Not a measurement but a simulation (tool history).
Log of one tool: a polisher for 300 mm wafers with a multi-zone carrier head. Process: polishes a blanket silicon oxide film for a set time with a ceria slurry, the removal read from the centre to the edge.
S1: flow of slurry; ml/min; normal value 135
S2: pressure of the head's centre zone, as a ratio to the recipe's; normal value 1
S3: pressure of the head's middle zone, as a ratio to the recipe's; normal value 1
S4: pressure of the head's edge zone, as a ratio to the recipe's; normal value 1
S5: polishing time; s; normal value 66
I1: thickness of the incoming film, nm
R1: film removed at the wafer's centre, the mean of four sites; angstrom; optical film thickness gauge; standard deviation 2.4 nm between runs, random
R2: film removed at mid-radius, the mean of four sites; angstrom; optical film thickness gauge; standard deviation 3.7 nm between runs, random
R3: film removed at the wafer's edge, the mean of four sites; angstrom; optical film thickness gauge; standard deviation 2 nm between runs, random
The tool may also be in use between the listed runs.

run	day	S1	S2	S3	S4	S5	I1	R1	R2	R3
1	0	135	1	1	1	66	1647.7	2492	2505	2404
# day 0.55: worn pad replaced by a new one
# day 0.571: centre zone pressure recalibrated
2	0.592	135	0.97	1	1	66	1630.4	2556	2626	2569
3	1.062	135	1	1	1	66	1646.5	2624	2616	2492
4	1.588	110	1	1	1	88	1634.8	3291	3332	3227
5	2.075	135	1	1	1	66	1635.2	2516	2506	2451
6	2.429	135	0.92	1	0.97	66	1614.5	2355	2464	2410
7	2.742	160	1	0.92	1	66	1622	2597	2335	2504
8	3.067	135	1	1	1	66	1644.2	2507	2534	2442
9	3.625	135	1	1	1	66	1615.1	2496	2516	2401
# day 3.854: worn pad replaced by a new one
10	4.067	135	1	1	1	66	1629.7	2668	2650	2552
11	4.783	150	0.92	1	1.1	66	1659.5	2408	2591	2643
12	5.267	175	1.1	1	1	66	1625.1	2908	2617	2482
13	5.558	135	1	1	1	66	1624.3	2570	2503	2445
14	5.929	120	1	0.91	1	48	1651.5	1806	1660	1731
15	6.375	95	1.09	1	1	66	1635.5	2607	2393	2334
16	6.775	120	1	0.91	1	48	1621.1	1791	1613	1739
# day 7.246: worn pad replaced by a new one
17	7.267	90	1	1	1	66	1644.4	2552	2517	2446
18	7.679	90	1	1	1.08	66	1634.4	2435	2413	2515
19	8.142	135	1	1	1	66	1597.1	2557	2513	2487
20	8.442	160	1.04	1	1	54	1637	2259	2090	2036
21	8.979	90	1	1	1	81	1641	2931	2860	2867

Consider 5 possible next runs. They are alternatives, not a sequence: every one starts from the tool as it was left by run 21. What does each give?
A	8.996	135	1	1	1.04	66	1635.8	?	?	?
B	8.996	135	1	1.05	1	86	1635.8	?	?	?
C	8.996	160	1	1.07	1	66	1635.8	?	?	?
D	8.996	165	1	1	1	66	1635.8	?	?	?
E	8.996	135	1	1.07	1.04	48	1635.8	?	?	?

run	R1	R2	R3
A	2548	2545	2493
B	3321	3456	3185
C	2614	2756	2483
D	2624	2613	2492
E	1854	1960	1811
Without the tool's unlogged condition, the same runs would have read:
run	R1	R2	R3
A	2707	2704	2649
B	3529	3673	3384
C	2777	2929	2638
D	2788	2776	2648
E	1970	2083	1925

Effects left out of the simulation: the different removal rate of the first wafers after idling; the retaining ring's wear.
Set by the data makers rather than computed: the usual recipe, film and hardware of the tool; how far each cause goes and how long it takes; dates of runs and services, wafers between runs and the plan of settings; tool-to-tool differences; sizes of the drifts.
